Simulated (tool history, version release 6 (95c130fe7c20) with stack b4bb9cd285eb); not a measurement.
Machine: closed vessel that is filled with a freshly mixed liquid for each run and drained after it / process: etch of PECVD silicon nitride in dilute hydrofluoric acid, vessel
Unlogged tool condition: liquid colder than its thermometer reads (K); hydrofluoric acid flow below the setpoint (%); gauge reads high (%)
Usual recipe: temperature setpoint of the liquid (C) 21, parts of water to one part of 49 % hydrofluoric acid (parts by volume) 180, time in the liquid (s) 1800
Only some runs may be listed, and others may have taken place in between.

| run | hour | temperature setpoint of the liquid (C) | parts of water to one part of 49 % hydrofluoric acid (parts by volume) | time in the liquid (s) | wafers since the last listed run | hours since the thermometer was replaced | hours since the hydrofluoric acid flow meter was replaced | hours since the gauge calibration | read-back film thickness of the PECVD silicon nitride reference wafer, read on the same gauge (nm) | thickness taken off the PECVD silicon nitride on a monitor wafer (angstrom) |
|---|---|---|---|---|---|---|---|---|---|---|
| 1 | 0 | 21 | 180 | 1800 | 0 | 745.2 | 268.7 | 687.2 | 59.99 | 143.8 |
| 2 | 73.3 | 21 | 180 | 1800 | 3645 | 818.5 | 342 | 760.5 | 60.02 | 144.4 |
| 3 | 126.4 | 21 | 180 | 1800 | 2640 | 871.6 | 395.1 | 813.6 | 59.98 | 144.2 |
| 4 | 205.5 | 21 | 180 | 1800 | 3933 | 950.7 | 474.2 | 892.7 | 60.02 | 145.9 |
| 5 | 254.8 | 21 | 180 | 1800 | 2451 | 1000 | 523.5 | 942 | 60.02 | 141.4 |
| 6 | 340.6 | 21 | 180 | 1800 | 4267 | 1085.8 | 609.3 | 1027.8 | 60 | 140.7 |
| 7 | 448.4 | 21 | 180 | 1800 | 5361 | 1193.6 | 717.1 | 1135.6 | 59.98 | 143.3 |
| 8 | 488.4 | 21 | 180 | 1800 | 1989 | 1233.6 | 757.1 | 1175.6 | 59.93 | 139.6 |
| 9 | 568.3 | 21 | 180 | 1800 | 3973 | 1313.5 | 837 | 1255.5 | 59.98 | 142.5 |
| 10 | 652 | 21 | 180 | 1800 | 4162 | 1397.2 | 920.7 | 1339.2 | 60.03 | 141.3 |
| 11 | 852.6 | 21 | 180 | 1800 | 9976 | 1597.8 | 1121.3 | 1539.8 | 59.99 | 141 |
|  | 859.2 | hydrofluoric acid flow meter replaced |
| 12 | 914 | 21 | 180 | 1800 | 3003 | 1659.2 | 54.8 | 1601.2 | 60 | 144.4 |
| 13 | 1008.6 | 21 | 180 | 2540 | 4704 | 1753.8 | 149.4 | 1695.8 | 60.01 | 208.8 |
| 14 | 1091.7 | 17.5 | 270 | 2700 | 4132 | 1836.9 | 232.5 | 1778.9 | 60.03 | 118.4 |
|  | 1146.5 | gauge calibrated |
| 15 | 1159.2 | 22.5 | 180 | 1800 | 3356 | 1904.4 | 300 | 12.7 | 59.98 | 160.3 |
| 16 | 1264.2 | 21 | 180 | 1800 | 5221 | 2009.4 | 405 | 117.7 | 60.02 | 143.7 |
| 17 | 1332 | 18.5 | 155 | 1205 | 3371 | 2077.2 | 472.8 | 185.5 | 60.01 | 93.4 |
|  | 1379.7 | thermometer replaced |
| 18 | 1408.3 | 21 | 180 | 1800 | 3744 | 28.6 | 549.1 | 261.8 | 60 | 142 |
| 19 | 1470.8 | 18.5 | 180 | 1800 | 3108 | 91.1 | 611.6 | 324.3 | 59.96 | 121.1 |
| 20 | 1541.7 | 23.5 | 145 | 1155 | 3525 | 162 | 682.5 | 395.2 | 60.05 | 133 |
| 21 | 1613.8 | 21 | 180 | 1800 | 3585 | 234.1 | 754.6 | 467.3 | 60.01 | 142.2 |
| 22 | 1687.6 | 21 | 180 | 1285 | 3670 | 307.9 | 828.4 | 541.1 | 59.99 | 100.8 |
| 23 | 1723.8 | 21 | 255 | 1400 | 1800 | 344.1 | 864.6 | 577.3 | 60 | 78.3 |
|  | 1781.6 | hydrofluoric acid flow meter replaced |
| 24 | 1782.4 | 21 | 100 | 1800 | 2864 | 402.7 | 0.8 | 635.9 | 60.03 | 264.2 |
| 25 | 1835.4 | 21 | 180 | 1800 | 2635 | 455.7 | 53.8 | 688.9 | 59.99 | 145.5 |
| 26 | 2116.8 | 21 | 155 | 2400 | 13994 | 737.1 | 335.2 | 970.3 | 59.98 | 226.2 |
| 27 | 2184.4 | 17 | 120 | 1800 | 3361 | 804.7 | 402.8 | 1037.9 | 60.04 | 163.2 |
| 28 | 2224.4 | 24 | 255 | 2830 | 1989 | 844.7 | 442.8 | 1077.9 | 59.94 | 194.3 |
| 29 | 2287.8 | 21 | 205 | 740 | 3153 | 908.1 | 506.2 | 1141.3 | 59.96 | 52 |
| 30 | 2388.6 | 21 | 215 | 1800 | 5012 | 1008.9 | 607 | 1242.1 | 59.98 | 120.6 |
| 31 | 2433.2 | 21 | 180 | 2535 | 2218 | 1053.5 | 651.6 | 1286.7 | 60.04 | 201.7 |
| 32 | 2523 | 17 | 135 | 2750 | 4465 | 1143.3 | 741.4 | 1376.5 | 60 | 219.7 |
| 33 | 2587.2 | 23 | 145 | 2815 | 3192 | 1207.5 | 805.6 | 1440.7 | 59.98 | 313.6 |

How would selected steps in thickness taken off the PECVD silicon nitride on a monitor wafer (angstrom) from run to run divide? Give the signed amount a tool lacking its hidden state would still show from settings, what came in and random variation, and the signed amount left for the hidden state, including any gauge scatter that is not in both of the compared results.
Run 11 -> 12: hydrofluoric acid flow meter replaced. thickness taken off the PECVD silicon nitride on a monitor wafer (angstrom) +3.4: hidden state +6.5, all else -3.1.
Run 23 -> 24: parts of water to one part of 49 % hydrofluoric acid (parts by volume) 255 -> 100, time in the liquid (s) 1400 -> 1800, hydrofluoric acid flow meter replaced. thickness taken off the PECVD silicon nitride on a monitor wafer (angstrom) +185.9: hidden state +2.4, all else +183.5.
Run 24 -> 25: parts of water to one part of 49 % hydrofluoric acid (parts by volume) 100 -> 180. thickness taken off the PECVD silicon nitride on a monitor wafer (angstrom) -118.7: hidden state +0.1, all else -118.8.
Run 25 -> 26: parts of water to one part of 49 % hydrofluoric acid (parts by volume) 180 -> 155, time in the liquid (s) 1800 -> 2400. thickness taken off the PECVD silicon nitride on a monitor wafer (angstrom) +80.7: hidden state -3.1, all else +83.8.
Run 28 -> 29: temperature setpoint of the liquid (C) 24 -> 21, parts of water to one part of 49 % hydrofluoric acid (parts by volume) 255 -> 205, time in the liquid (s) 2830 -> 740. thickness taken off the PECVD silicon nitride on a monitor wafer (angstrom) -142.3: hidden state +3.1, all else -145.4.
Run 32 -> 33: temperature setpoint of the liquid (C) 17 -> 23, parts of water to one part of 49 % hydrofluoric acid (parts by volume) 135 -> 145, time in the liquid (s) 2750 -> 2815. thickness taken off the PECVD silicon nitride on a monitor wafer (angstrom) +93.9: hidden state -4.4, all else +98.3.

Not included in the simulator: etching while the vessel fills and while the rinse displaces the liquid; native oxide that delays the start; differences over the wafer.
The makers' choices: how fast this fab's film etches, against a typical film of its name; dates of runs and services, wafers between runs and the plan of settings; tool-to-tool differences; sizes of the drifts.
